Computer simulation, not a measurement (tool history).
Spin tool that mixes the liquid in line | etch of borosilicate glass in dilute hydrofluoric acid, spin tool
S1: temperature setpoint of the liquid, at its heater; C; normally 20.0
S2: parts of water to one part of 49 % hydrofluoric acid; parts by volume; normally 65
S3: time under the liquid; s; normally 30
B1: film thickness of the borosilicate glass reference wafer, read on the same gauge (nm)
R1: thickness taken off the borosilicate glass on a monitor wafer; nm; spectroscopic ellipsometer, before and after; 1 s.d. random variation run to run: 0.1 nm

Run 1, day 0.000: usual settings; B1 114.09. Result: R1 10.89 nm.
Run 2, day 2.454: usual settings but S2 80 parts by volume; B1 114.08. Result: R1 8.63 nm.
Run 3, day 4.596: usual settings but S2 80 parts by volume; B1 114.02. Result: R1 8.71 nm.
Run 4, day 6.771: usual settings but S2 80 parts by volume; B1 114.00. Result: R1 8.48 nm.
Run 5, day 10.708: usual settings; B1 113.99. Result: R1 10.65 nm.
Run 6, day 14.612: usual settings; B1 113.91. Result: R1 10.66 nm.
Run 7, day 18.817: usual settings; B1 113.84. Result: R1 10.75 nm.
Run 8, day 26.992: usual settings but S2 50 parts by volume; B1 113.77. Result: R1 14.26 nm.
Run 9, day 30.000: usual settings but S2 50 parts by volume; B1 113.77. Result: R1 14.18 nm.
Run 10, day 32.350: usual settings but S2 50 parts by volume; B1 113.76. Result: R1 14.41 nm.
Run 11, day 34.529: usual settings; B1 113.74. Result: R1 10.85 nm.
Run 12, day 36.108: usual settings; B1 113.65. Result: R1 10.95 nm.
Run 13, day 39.042: usual settings but S2 45 parts by volume; B1 113.65. Result: R1 15.87 nm.
Run 14, day 42.321: usual settings but S2 45 parts by volume; B1 113.66. Result: R1 15.87 nm.
Run 15, day 44.192: usual settings but S1 17.0 C; B1 113.64. Result: R1 9.51 nm.
Run 16, day 45.821: usual settings but S1 17.0 C; B1 113.58. Result: R1 9.50 nm.
Run 17, day 47.583: usual settings but S1 22.5 C, S2 45 parts by volume, S3 20 s; B1 113.64. Result: R1 11.86 nm.
Run 18, day 51.042: usual settings but S2 80 parts by volume, S3 35 s; B1 113.55. Result: R1 10.02 nm.
At day 58.367: gauge calibrated.
Run 19, day 61.388: usual settings but S2 90 parts by volume; B1 119.66. Result: R1 7.94 nm.
Run 20, day 64.896: usual settings but S1 17.0 C, S3 20 s; B1 119.20. Result: R1 6.70 nm.
Run 21, day 69.367: usual settings but S1 23.5 C, S2 40 parts by volume, S3 15 s; B1 118.80. Result: R1 11.01 nm.
Run 22, day 71.725: usual settings but S1 25.0 C, S3 45 s; B1 118.55. Result: R1 20.56 nm.
Run 23, day 77.367: usual settings; B1 118.02. Result: R1 11.24 nm.
Run 24, day 80.367: usual settings but S1 17.0 C, S2 95 parts by volume, S3 40 s; B1 117.72. Result: R1 8.73 nm.
At day 82.662: hydrofluoric acid flow meter replaced.
Run 25, day 85.542: usual settings but S2 85 parts by volume, S3 15 s; B1 117.40. Result: R1 4.13 nm.
At day 86.483: thermometer replaced.
Run 26, day 88.688: usual settings but S3 25 s; B1 117.15. Result: R1 9.34 nm.
Run 27, day 92.642: usual settings but S1 18.5 C, S2 45 parts by volume; B1 116.94. Result: R1 15.55 nm.
Run 28, day 94.562: usual settings but S1 23.0 C; B1 116.84. Result: R1 12.51 nm.
Run 29, day 97.612: usual settings; B1 116.62. Result: R1 11.01 nm.
Run 30, day 99.308: usual settings but S1 23.0 C, S2 50 parts by volume, S3 15 s; B1 116.58. Result: R1 8.33 nm.
Run 31, day 106.921: usual settings but S2 40 parts by volume; B1 116.16. Result: R1 18.49 nm.
Run 32, day 110.112: usual settings; B1 116.01. Result: R1 10.93 nm.
Run 33, day 112.733: usual settings; B1 115.96. Result: R1 11.05 nm.
Run 34, day 115.054: usual settings but S1 17.0 C; B1 115.85. Result: R1 9.63 nm.

Below are 3 alternative next runs, each starting from the tool's condition after run 34. Predict each:
Run A, day 115.071: usual settings; B1 ?. Result: R1 ?.
Run B, day 115.071: usual settings but S1 18.5 C, S2 40 parts by volume; B1 ?. Result: R1 ?.
Run C, day 115.071: usual settings but S1 24.0 C, S2 85 parts by volume, S3 45 s; B1 ?. Result: R1 ?.

run      B1     R1
  A  115.91  11.09
  B  115.91  17.41
  C  115.91  14.63
Without the tool's hidden state the same runs would have given:
run     R1
  A  11.49
  B  18.03
  C  15.16
